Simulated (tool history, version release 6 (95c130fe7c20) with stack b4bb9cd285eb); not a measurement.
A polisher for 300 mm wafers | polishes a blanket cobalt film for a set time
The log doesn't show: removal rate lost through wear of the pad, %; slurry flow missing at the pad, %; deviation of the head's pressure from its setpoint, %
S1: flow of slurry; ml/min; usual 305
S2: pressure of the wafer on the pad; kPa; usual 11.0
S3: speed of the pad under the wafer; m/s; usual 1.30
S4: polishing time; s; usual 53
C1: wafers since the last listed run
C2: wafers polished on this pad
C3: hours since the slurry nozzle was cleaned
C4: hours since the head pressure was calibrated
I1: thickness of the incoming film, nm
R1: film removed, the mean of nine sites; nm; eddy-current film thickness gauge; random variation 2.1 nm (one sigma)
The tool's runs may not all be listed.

{"run": 1, "hour": 0.0, "S1": 235, "S2": 8.3, "S3": 1.3, "S4": 53, "C1": 0, "C2": 3159, "C3": 532.1, "C4": 567.0, "I1": 1275.5, "R1": 190.7}
{"run": 2, "hour": 59.2, "S1": 235, "S2": 8.3, "S3": 1.3, "S4": 53, "C1": 696, "C2": 3855, "C3": 591.3, "C4": 626.2, "I1": 1255.4, "R1": 190.6}
{"run": 3, "hour": 126.9, "S1": 235, "S2": 8.3, "S3": 1.3, "S4": 53, "C1": 796, "C2": 4652, "C3": 659.0, "C4": 693.9, "I1": 1245.5, "R1": 186.8}
{"run": 4, "hour": 172.0, "S1": 305, "S2": 11.0, "S3": 1.3, "S4": 53, "C1": 530, "C2": 5183, "C3": 704.1, "C4": 739.0, "I1": 1277.2, "R1": 252.8}
{"hour": 178.7, "done": "head pressure recalibrated"}
{"run": 5, "hour": 217.2, "S1": 305, "S2": 11.0, "S3": 1.3, "S4": 53, "C1": 508, "C2": 5692, "C3": 749.3, "C4": 38.5, "I1": 1281.8, "R1": 258.4}
{"run": 6, "hour": 261.8, "S1": 305, "S2": 11.0, "S3": 1.3, "S4": 53, "C1": 525, "C2": 6217, "C3": 793.9, "C4": 83.1, "I1": 1290.9, "R1": 257.4}
{"hour": 323.2, "done": "slurry nozzle cleaned"}
{"run": 7, "hour": 325.1, "S1": 305, "S2": 11.0, "S3": 1.3, "S4": 53, "C1": 733, "C2": 6950, "C3": 1.9, "C4": 146.4, "I1": 1268.4, "R1": 254.7}
{"hour": 370.5, "done": "worn pad replaced by a new one"}
{"run": 8, "hour": 384.7, "S1": 305, "S2": 11.0, "S3": 1.3, "S4": 53, "C1": 654, "C2": 166, "C3": 61.5, "C4": 206.0, "I1": 1272.0, "R1": 254.1}
{"run": 9, "hour": 458.8, "S1": 305, "S2": 11.0, "S3": 1.3, "S4": 53, "C1": 872, "C2": 1039, "C3": 135.6, "C4": 280.1, "I1": 1253.1, "R1": 253.3}
{"run": 10, "hour": 495.3, "S1": 305, "S2": 11.0, "S3": 1.3, "S4": 53, "C1": 429, "C2": 1468, "C3": 172.1, "C4": 316.6, "I1": 1263.4, "R1": 254.0}
{"run": 11, "hour": 534.7, "S1": 305, "S2": 11.0, "S3": 1.3, "S4": 53, "C1": 463, "C2": 1932, "C3": 211.5, "C4": 356.0, "I1": 1263.7, "R1": 256.4}
{"run": 12, "hour": 615.0, "S1": 305, "S2": 11.0, "S3": 1.3, "S4": 53, "C1": 945, "C2": 2877, "C3": 291.8, "C4": 436.3, "I1": 1290.1, "R1": 255.2}
{"run": 13, "hour": 693.4, "S1": 305, "S2": 11.0, "S3": 1.3, "S4": 53, "C1": 922, "C2": 3800, "C3": 370.2, "C4": 514.7, "I1": 1266.4, "R1": 257.7}
{"run": 14, "hour": 797.1, "S1": 305, "S2": 11.0, "S3": 1.3, "S4": 53, "C1": 1220, "C2": 5021, "C3": 473.9, "C4": 618.4, "I1": 1280.1, "R1": 256.4}
{"run": 15, "hour": 870.9, "S1": 305, "S2": 6.9, "S3": 1.72, "S4": 63, "C1": 868, "C2": 5890, "C3": 547.7, "C4": 692.2, "I1": 1282.2, "R1": 251.5}
{"run": 16, "hour": 912.2, "S1": 305, "S2": 11.0, "S3": 1.3, "S4": 69, "C1": 486, "C2": 6376, "C3": 589.0, "C4": 733.5, "I1": 1248.4, "R1": 330.9}
{"run": 17, "hour": 1018.8, "S1": 360, "S2": 11.0, "S3": 1.3, "S4": 39, "C1": 1254, "C2": 7631, "C3": 695.6, "C4": 840.1, "I1": 1267.8, "R1": 190.2}
{"hour": 1061.8, "done": "slurry nozzle cleaned"}
{"hour": 1077.4, "done": "worn pad replaced by a new one"}
{"run": 18, "hour": 1077.9, "S1": 305, "S2": 11.0, "S3": 1.52, "S4": 53, "C1": 636, "C2": 5, "C3": 16.1, "C4": 899.2, "I1": 1275.2, "R1": 301.2}
{"hour": 1139.0, "done": "head pressure recalibrated"}
{"run": 19, "hour": 1168.1, "S1": 305, "S2": 11.0, "S3": 1.56, "S4": 59, "C1": 1038, "C2": 1043, "C3": 106.3, "C4": 29.1, "I1": 1285.4, "R1": 339.2}
{"run": 20, "hour": 1243.3, "S1": 335, "S2": 11.0, "S3": 1.3, "S4": 53, "C1": 885, "C2": 1929, "C3": 181.5, "C4": 104.3, "I1": 1254.4, "R1": 259.2}
{"run": 21, "hour": 1316.9, "S1": 235, "S2": 8.3, "S3": 1.3, "S4": 53, "C1": 866, "C2": 2795, "C3": 255.1, "C4": 177.9, "I1": 1255.8, "R1": 188.5}
{"run": 22, "hour": 1423.1, "S1": 305, "S2": 8.3, "S3": 1.3, "S4": 53, "C1": 1250, "C2": 4045, "C3": 361.3, "C4": 284.1, "I1": 1267.7, "R1": 191.1}
{"run": 23, "hour": 1464.3, "S1": 340, "S2": 11.0, "S3": 1.3, "S4": 53, "C1": 485, "C2": 4530, "C3": 402.5, "C4": 325.3, "I1": 1252.4, "R1": 258.9}
{"run": 24, "hour": 1566.5, "S1": 305, "S2": 11.0, "S3": 0.92, "S4": 53, "C1": 1203, "C2": 5734, "C3": 504.7, "C4": 427.5, "I1": 1258.6, "R1": 183.1}
{"run": 25, "hour": 1643.0, "S1": 255, "S2": 11.0, "S3": 1.76, "S4": 53, "C1": 900, "C2": 6634, "C3": 581.2, "C4": 504.0, "I1": 1265.6, "R1": 344.7}
{"run": 26, "hour": 1708.6, "S1": 305, "S2": 11.0, "S3": 1.3, "S4": 53, "C1": 772, "C2": 7406, "C3": 646.8, "C4": 569.6, "I1": 1298.0, "R1": 255.8}
{"run": 27, "hour": 1779.5, "S1": 205, "S2": 14.5, "S3": 1.48, "S4": 53, "C1": 834, "C2": 8241, "C3": 717.7, "C4": 640.5, "I1": 1269.6, "R1": 371.1}
{"hour": 1846.4, "done": "worn pad replaced by a new one"}
{"run": 28, "hour": 1880.7, "S1": 305, "S2": 6.9, "S3": 1.44, "S4": 53, "C1": 1144, "C2": 403, "C3": 818.9, "C4": 741.7, "I1": 1252.6, "R1": 174.9}
{"hour": 1933.7, "done": "slurry nozzle cleaned"}
{"run": 29, "hour": 1952.1, "S1": 400, "S2": 14.5, "S3": 0.88, "S4": 67, "C1": 828, "C2": 1232, "C3": 18.4, "C4": 813.1, "I1": 1272.2, "R1": 294.3}
{"hour": 1963.2, "done": "head pressure recalibrated"}
{"run": 30, "hour": 2007.5, "S1": 305, "S2": 11.0, "S3": 1.3, "S4": 53, "C1": 628, "C2": 1861, "C3": 73.8, "C4": 44.3, "I1": 1263.7, "R1": 260.6}
{"run": 31, "hour": 2104.6, "S1": 305, "S2": 11.0, "S3": 1.42, "S4": 42, "C1": 1143, "C2": 3004, "C3": 170.9, "C4": 141.4, "I1": 1283.2, "R1": 223.6}
{"run": 32, "hour": 2419.3, "S1": 220, "S2": 12.4, "S3": 1.3, "S4": 44, "C1": 3704, "C2": 6708, "C3": 485.6, "C4": 456.1, "I1": 1283.0, "R1": 231.5}
{"run": 33, "hour": 2518.1, "S1": 305, "S2": 6.9, "S3": 1.44, "S4": 53, "C1": 1163, "C2": 7872, "C3": 584.4, "C4": 554.9, "I1": 1284.0, "R1": 180.0}
{"hour": 2544.9, "done": "worn pad replaced by a new one"}
{"run": 34, "hour": 2621.7, "S1": 350, "S2": 7.6, "S3": 1.3, "S4": 53, "C1": 1172, "C2": 904, "C3": 688.0, "C4": 658.5, "I1": 1272.9, "R1": 179.1}
{"hour": 2670.8, "done": "slurry nozzle cleaned"}
{"run": 35, "hour": 2702.1, "S1": 280, "S2": 11.0, "S3": 1.3, "S4": 53, "C1": 934, "C2": 1839, "C3": 31.3, "C4": 738.9, "I1": 1277.0, "R1": 256.7}
{"run": 36, "hour": 2757.9, "S1": 355, "S2": 8.3, "S3": 0.94, "S4": 60, "C1": 656, "C2": 2496, "C3": 87.1, "C4": 794.7, "I1": 1248.2, "R1": 158.3}
{"hour": 2868.9, "done": "head pressure recalibrated"}
{"run": 37, "hour": 2948.0, "S1": 305, "S2": 11.0, "S3": 1.3, "S4": 53, "C1": 2214, "C2": 4710, "C3": 277.2, "C4": 79.1, "I1": 1268.4, "R1": 257.5}

4 ways to go on from here, each from the tool as it stands after run 37. What would each give?
{"run": "A", "hour": 2948.4, "S1": 305, "S2": 11.0, "S3": 1.3, "S4": 53, "C1": 4, "C2": 4715, "C3": 277.6, "C4": 79.5, "I1": 1298.1, "R1": "?"}
{"run": "B", "hour": 2948.4, "S1": 220, "S2": 13.1, "S3": 1.16, "S4": 69, "C1": 4, "C2": 4715, "C3": 277.6, "C4": 79.5, "I1": 1298.1, "R1": "?"}
{"run": "C", "hour": 2948.4, "S1": 305, "S2": 11.0, "S3": 0.88, "S4": 65, "C1": 4, "C2": 4715, "C3": 277.6, "C4": 79.5, "I1": 1298.1, "R1": "?"}
{"run": "D", "hour": 2948.4, "S1": 265, "S2": 11.0, "S3": 1.3, "S4": 59, "C1": 4, "C2": 4715, "C3": 277.6, "C4": 79.5, "I1": 1298.1, "R1": "?"}

run=A R1=256.9
run=B R1=343.6
run=C R1=213.3
run=D R1=282.5
Without the tool's hidden state the same runs would have given:
run=A R1=256.9
run=B R1=343.6
run=C R1=213.3
run=D R1=282.5
